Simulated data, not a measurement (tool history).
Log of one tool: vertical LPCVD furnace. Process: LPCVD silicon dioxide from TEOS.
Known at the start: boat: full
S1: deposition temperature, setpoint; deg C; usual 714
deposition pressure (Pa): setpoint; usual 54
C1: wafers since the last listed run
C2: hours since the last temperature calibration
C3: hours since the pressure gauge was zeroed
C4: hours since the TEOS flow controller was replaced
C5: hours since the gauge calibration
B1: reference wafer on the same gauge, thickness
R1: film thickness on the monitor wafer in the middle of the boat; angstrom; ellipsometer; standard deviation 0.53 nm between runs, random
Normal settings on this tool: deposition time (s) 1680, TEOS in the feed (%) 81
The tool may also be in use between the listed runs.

run 1 hour=0 | S1=714 deposition_pressure_(Pa)=54 deposition_time_(s)=1500 TEOS_in_the_feed_(%)=81 | C1=0 C2=2606.7 C3=5285.2 C4=3429.9 C5=121.8 | B1=341.11 | R1=3281.6
run 2 hour=16.9 | S1=714 deposition_pressure_(Pa)=54 deposition_time_(s)=1680 TEOS_in_the_feed_(%)=93 | C1=265 C2=2623.6 C3=5302.1 C4=3446.8 C5=138.7 | B1=340.99 | R1=3934.6
run 3 hour=26.8 | S1=714 deposition_pressure_(Pa)=54 deposition_time_(s)=1680 TEOS_in_the_feed_(%)=81 | C1=155 C2=2633.5 C3=5312 C4=3456.7 C5=148.6 | B1=340.89 | R1=3674.8
run 4 hour=39.5 | S1=714 deposition_pressure_(Pa)=54 deposition_time_(s)=1680 TEOS_in_the_feed_(%)=81 | C1=199 C2=2646.2 C3=5324.7 C4=3469.4 C5=161.3 | B1=341.19 | R1=3681.2
run 5 hour=56.2 | S1=714 deposition_pressure_(Pa)=54 deposition_time_(s)=1680 TEOS_in_the_feed_(%)=81 | C1=262 C2=2662.9 C3=5341.4 C4=3486.1 C5=178 | B1=341.13 | R1=3681
run 6 hour=72.5 | S1=722 deposition_pressure_(Pa)=54 deposition_time_(s)=1680 TEOS_in_the_feed_(%)=81 | C1=255 C2=2679.2 C3=5357.7 C4=3502.4 C5=194.3 | B1=341.04 | R1=4408.5
run 7 hour=93.1 | S1=722 deposition_pressure_(Pa)=54 deposition_time_(s)=1680 TEOS_in_the_feed_(%)=81 | C1=323 C2=2699.8 C3=5378.3 C4=3523 C5=214.9 | B1=341.06 | R1=4412.3
run 8 hour=111.1 | S1=714 deposition_pressure_(Pa)=54 deposition_time_(s)=1530 TEOS_in_the_feed_(%)=71 | C1=282 C2=2717.8 C3=5396.3 C4=3541 C5=232.9 | B1=340.95 | R1=3143.2
run 9 hour=130.7 | S1=714 deposition_pressure_(Pa)=54 deposition_time_(s)=1680 TEOS_in_the_feed_(%)=81 | C1=307 C2=2737.4 C3=5415.9 C4=3560.6 C5=252.5 | B1=340.89 | R1=3683.5
run 10 hour=143.8 | S1=714 deposition_pressure_(Pa)=54 deposition_time_(s)=1680 TEOS_in_the_feed_(%)=81 | C1=205 C2=2750.5 C3=5429 C4=3573.7 C5=265.6 | B1=340.71 | R1=3685.1
run 11 hour=188.4 | S1=714 deposition_pressure_(Pa)=54 deposition_time_(s)=1680 TEOS_in_the_feed_(%)=81 | C1=700 C2=2795.1 C3=5473.6 C4=3618.3 C5=310.2 | B1=340.88 | R1=3693.2
-- hour=218.3 pressure gauge zeroed
-- hour=242 thermocouples replaced and temperature profile calibrated
run 12 hour=242.5 | S1=714 deposition_pressure_(Pa)=54 deposition_time_(s)=1680 TEOS_in_the_feed_(%)=72 | C1=99 C2=0.5 C3=24.2 C4=3672.4 C5=364.3 | B1=340.69 | R1=3314.1
run 13 hour=247.6 | S1=726 deposition_pressure_(Pa)=54 deposition_time_(s)=2340 TEOS_in_the_feed_(%)=81 | C1=80 C2=5.6 C3=29.3 C4=3677.5 C5=369.4 | B1=340.82 | R1=6413
run 14 hour=252.7 | S1=714 deposition_pressure_(Pa)=54 deposition_time_(s)=1290 TEOS_in_the_feed_(%)=92 | C1=80 C2=10.7 C3=34.4 C4=3682.6 C5=374.5 | B1=341.19 | R1=2884.6
run 15 hour=257.8 | S1=723 deposition_pressure_(Pa)=54 deposition_time_(s)=1680 TEOS_in_the_feed_(%)=81 | C1=80 C2=15.8 C3=39.5 C4=3687.7 C5=379.6 | B1=341.01 | R1=4306.7
run 16 hour=270.3 | S1=714 deposition_pressure_(Pa)=54 deposition_time_(s)=1440 TEOS_in_the_feed_(%)=81 | C1=196 C2=28.3 C3=52 C4=3700.2 C5=392.1 | B1=340.88 | R1=3009.6
-- hour=270.7 gauge calibrated
run 17 hour=288.6 | S1=709 deposition_pressure_(Pa)=60 deposition_time_(s)=1890 TEOS_in_the_feed_(%)=92 | C1=287 C2=46.6 C3=70.3 C4=3718.5 C5=17.9 | B1=341.08 | R1=3963.8
-- hour=319.3 TEOS flow controller replaced
run 18 hour=319.8 | S1=714 deposition_pressure_(Pa)=66 deposition_time_(s)=1680 TEOS_in_the_feed_(%)=81 | C1=113 C2=77.8 C3=101.5 C4=0.5 C5=49.1 | B1=340.95 | R1=3903.1
run 19 hour=324.9 | S1=726 deposition_pressure_(Pa)=54 deposition_time_(s)=1680 TEOS_in_the_feed_(%)=69 | C1=80 C2=82.9 C3=106.6 C4=5.6 C5=54.2 | B1=341.04 | R1=4252.4
run 20 hour=339.7 | S1=714 deposition_pressure_(Pa)=54 deposition_time_(s)=1680 TEOS_in_the_feed_(%)=81 | C1=232 C2=97.7 C3=121.4 C4=20.4 C5=69 | B1=340.79 | R1=3511.9
run 21 hour=349.4 | S1=714 deposition_pressure_(Pa)=54 deposition_time_(s)=1680 TEOS_in_the_feed_(%)=81 | C1=152 C2=107.4 C3=131.1 C4=30.1 C5=78.7 | B1=341.1 | R1=3515.4
run 22 hour=358.9 | S1=714 deposition_pressure_(Pa)=62.7 deposition_time_(s)=1680 TEOS_in_the_feed_(%)=94 | C1=149 C2=116.9 C3=140.6 C4=39.6 C5=88.2 | B1=340.89 | R1=4079.7
run 23 hour=369.9 | S1=714 deposition_pressure_(Pa)=54 deposition_time_(s)=1680 TEOS_in_the_feed_(%)=81 | C1=172 C2=127.9 C3=151.6 C4=50.6 C5=99.2 | B1=341.08 | R1=3520
run 24 hour=385.3 | S1=714 deposition_pressure_(Pa)=54 deposition_time_(s)=1680 TEOS_in_the_feed_(%)=81 | C1=241 C2=143.3 C3=167 C4=66 C5=114.6 | B1=340.98 | R1=3509.1
run 25 hour=403.8 | S1=714 deposition_pressure_(Pa)=47.3 deposition_time_(s)=1680 TEOS_in_the_feed_(%)=81 | C1=290 C2=161.8 C3=185.5 C4=84.5 C5=133.1 | B1=341.2 | R1=3291.8

What if the next run were any one of these 5? Each begins from the tool's condition after run 25:
run A hour=409 | S1=707 deposition_pressure_(Pa)=54 deposition_time_(s)=1680 TEOS_in_the_feed_(%)=81 | C1=81 C2=167 C3=190.7 C4=89.7 C5=138.3 | B1=? | R1=?
run B hour=409 | S1=714 deposition_pressure_(Pa)=44 deposition_time_(s)=1500 TEOS_in_the_feed_(%)=81 | C1=81 C2=167 C3=190.7 C4=89.7 C5=138.3 | B1=? | R1=?
run C hour=409 | S1=719 deposition_pressure_(Pa)=42 deposition_time_(s)=1230 TEOS_in_the_feed_(%)=95 | C1=81 C2=167 C3=190.7 C4=89.7 C5=138.3 | B1=? | R1=?
run D hour=409 | S1=711 deposition_pressure_(Pa)=54 deposition_time_(s)=1680 TEOS_in_the_feed_(%)=89 | C1=81 C2=167 C3=190.7 C4=89.7 C5=138.3 | B1=? | R1=?
run E hour=409 | S1=704 deposition_pressure_(Pa)=54 deposition_time_(s)=1980 TEOS_in_the_feed_(%)=89 | C1=81 C2=167 C3=190.7 C4=89.7 C5=138.3 | B1=? | R1=?

run=A B1=341.04 R1=3002.7
run=B B1=341.04 R1=2838
run=C B1=341.04 R1=2755.2
run=D B1=341.04 R1=3448.4
run=E B1=341.04 R1=3462.3
The same runs, with their run-to-run variation unchanged, on a tool lacking any hidden condition would have given:
run=A R1=2998.3
run=B R1=2833.8
run=C R1=2751.2
run=D R1=3443.4
run=E R1=3457.2
